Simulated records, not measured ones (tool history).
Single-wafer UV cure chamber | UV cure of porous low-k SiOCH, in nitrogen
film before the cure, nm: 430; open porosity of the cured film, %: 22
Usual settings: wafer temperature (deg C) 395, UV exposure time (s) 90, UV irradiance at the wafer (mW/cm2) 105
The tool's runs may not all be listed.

| run | day | wafer temperature (deg C) | UV exposure time (s) | UV irradiance at the wafer (mW/cm2) | loss of film thickness in the cure (%) |
|---|---|---|---|---|---|
| 1 | 0 | 395 | 90 | 105 | 7.903 |
| 2 | 0.646 | 395 | 90 | 105 | 7.831 |
| 3 | 1.896 | 395 | 90 | 116 | 8.341 |
| 4 | 2.612 | 395 | 90 | 116 | 8.391 |
| 5 | 3.496 | 395 | 90 | 116 | 8.294 |
| 6 | 4.721 | 406 | 90 | 90 | 7.353 |
| 7 | 5.883 | 406 | 90 | 90 | 7.38 |
| 8 | 6.479 | 406 | 90 | 90 | 7.4 |
| 9 | 9.417 | 406 | 90 | 105 | 8.095 |
| 10 | 10.708 | 395 | 70 | 105 | 6.831 |
| 11 | 11.617 | 395 | 70 | 105 | 6.824 |
| 12 | 12.371 | 395 | 90 | 105 | 7.887 |
|  | 14.388 | quartz window cleaned |
| 13 | 14.408 | 395 | 90 | 105 | 7.905 |
| 14 | 15.408 | 395 | 90 | 105 | 7.912 |
| 15 | 16.375 | 395 | 90 | 105 | 7.817 |
| 16 | 16.879 | 395 | 90 | 105 | 7.817 |
| 17 | 17.5 | 395 | 90 | 105 | 7.792 |
|  | 18.329 | UV bulbs replaced |
| 18 | 18.35 | 395 | 90 | 105 | 7.899 |
| 19 | 19.096 | 395 | 90 | 105 | 7.927 |
| 20 | 19.85 | 395 | 90 | 105 | 7.953 |
| 21 | 21.212 | 395 | 90 | 119 | 8.428 |
| 22 | 23.025 | 395 | 90 | 127 | 8.766 |
| 23 | 24.142 | 385 | 90 | 105 | 7.703 |
| 24 | 25.025 | 395 | 90 | 105 | 7.938 |
| 25 | 25.746 | 395 | 90 | 92 | 7.389 |
| 26 | 27.35 | 380 | 125 | 105 | 9.091 |
| 27 | 28.154 | 395 | 70 | 105 | 6.813 |
| 28 | 29.117 | 408 | 135 | 136 | 11.076 |
| 29 | 30.433 | 395 | 90 | 105 | 7.906 |
| 30 | 31.604 | 395 | 90 | 93 | 7.326 |
| 31 | 32.588 | 385 | 65 | 136 | 7.444 |
| 32 | 33.308 | 412 | 90 | 105 | 8.186 |
| 33 | 34.579 | 382 | 130 | 105 | 9.231 |

Forecast run 34:
| 34 | 35.875 | 402 | 90 | 119 | ? |

loss of film thickness in the cure (%): 8.589
Without the tool's hidden state the same run would have given loss of film thickness in the cure (%) 8.589.

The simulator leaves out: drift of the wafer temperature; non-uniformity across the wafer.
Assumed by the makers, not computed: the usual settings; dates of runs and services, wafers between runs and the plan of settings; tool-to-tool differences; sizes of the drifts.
